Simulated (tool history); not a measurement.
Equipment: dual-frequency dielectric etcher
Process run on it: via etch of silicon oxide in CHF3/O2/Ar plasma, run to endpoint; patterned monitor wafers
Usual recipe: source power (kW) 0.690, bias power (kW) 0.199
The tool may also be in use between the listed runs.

run,day,source power (kW),bias power (kW),"incoming incoming film thickness, nm",endpoint time (s)
1,0.000,0.690,0.199,799.6,391.3
2,0.433,0.690,0.199,811.0,399.0
3,0.750,0.690,0.199,805.1,393.2
4,1.042,0.690,0.199,805.0,394.2
# day 2.062: wet clean of the chamber
# day 2.088: source power generator calibrated
# day 2.433: upper electrode replaced
5,2.454,0.600,0.199,806.7,397.5
6,2.471,0.600,0.199,808.7,397.9
7,2.492,0.780,0.199,804.7,360.6
8,2.917,0.620,0.164,805.1,414.8
# day 3.100: bias power generator calibrated
9,3.283,0.690,0.235,804.6,362.3
10,3.583,0.690,0.199,807.0,381.4
11,4.638,0.590,0.215,807.6,396.6
12,5.317,0.790,0.199,806.2,363.8
13,5.654,0.690,0.215,813.4,378.8
14,6.383,0.690,0.199,805.3,379.9

Hidden state or all else? Some run-to-run changes of endpoint time (s), split into what the settings, what came in and random variation would give without the hidden state, and what is left for the hidden state (with any gauge scatter that isn't in both results):
Hidden conditions of the tool in this case: etch rate over this chamber's usual, %; source power that arrives over what is set, %; bias power that arrives over what is set, %.
Run 4 -> 5: source power (kW) 0.690 -> 0.600, wet clean of the chamber, source power generator calibrated, upper electrode replaced. endpoint time (s) +3.3: hidden state -17.2, all else +20.5.
Run 7 -> 8: source power (kW) 0.780 -> 0.620, bias power (kW) 0.199 -> 0.164. endpoint time (s) +54.2: hidden state +0.4, all else +53.8.
